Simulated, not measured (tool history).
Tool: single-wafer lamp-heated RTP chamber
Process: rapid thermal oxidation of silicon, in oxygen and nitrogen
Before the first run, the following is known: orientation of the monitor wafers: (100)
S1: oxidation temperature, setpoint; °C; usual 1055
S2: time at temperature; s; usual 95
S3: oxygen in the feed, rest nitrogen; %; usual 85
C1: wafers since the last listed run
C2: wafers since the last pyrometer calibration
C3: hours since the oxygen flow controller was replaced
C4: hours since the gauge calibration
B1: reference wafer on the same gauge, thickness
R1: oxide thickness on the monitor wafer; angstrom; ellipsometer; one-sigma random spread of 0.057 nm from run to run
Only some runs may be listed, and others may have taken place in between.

run   hour    S1   S2  S3   C1    C2      C3     C4     B1      R1
  1    0.0  1039   95  85    0  2913  3978.9  143.5  8.702   97.65
  2   29.4  1039   95  85  296  3209  4008.3  172.9  8.708   97.20
  3   45.0  1039   95  85  157  3366  4023.9  188.5  8.697   97.86
  4   80.7  1055   74  85  359  3726  4059.6  224.2  8.690   98.02
  5   98.1  1055   74  85  175  3901  4077.0  241.6  8.709   98.05
  6  128.8  1055   74  85  309  4211  4107.7  272.3  8.704   97.52
  7  161.5  1055  106  85  329  4540  4140.4  305.0  8.700  115.93
  8  174.7  1055   95  85  133  4673  4153.6  318.2  8.700  109.01
  9  202.2  1055  107  85  277  4950  4181.1  345.7  8.691  115.90
     209.7  -- gauge calibrated
     213.9  -- oxygen flow controller replaced
 10  234.2  1029   51  98  241  5192    20.3   24.5  8.692   72.69
     265.2  -- pyrometer window cleaned and pyrometer calibrated
 11  267.2  1079   75  98  251    20    53.3   57.5  8.701  115.40
 12  288.7  1055   62  75  216   236    74.8   79.0  8.706   82.74
 13  324.0  1055   95  85  355   592   110.1  114.3  8.704  106.54
 14  352.9  1055   69  63  291   883   139.0  143.2  8.693   83.14
 15  368.3  1064   78  85  155  1039   154.4  158.6  8.697  102.95
 16  393.8  1055   95  85  256  1296   179.9  184.1  8.696  107.03
 17  407.5  1033   95  85  138  1434   193.6  197.8  8.706   91.62

Consider 4 possible next runs. They are alternatives, not a sequence: every one starts from the tool as it was left by run 17. What does each give?
  A  407.9  1055  95  85   4  1438  194.0  198.2   ?   ?
  B  407.9  1076  61  85   4  1438  194.0  198.2   ?   ?
  C  407.9  1055  69  85   4  1438  194.0  198.2   ?   ?
  D  407.9  1083  95  67   4  1438  194.0  198.2   ?   ?

run     B1      R1
  A  8.704  107.54
  B  8.704  101.18
  C  8.704   93.00
  D  8.704  118.75
With the hidden condition removed and each run's random variation left untouched, the same runs would have given:
run      R1
  A  104.28
  B   98.24
  C   90.20
  D  115.33
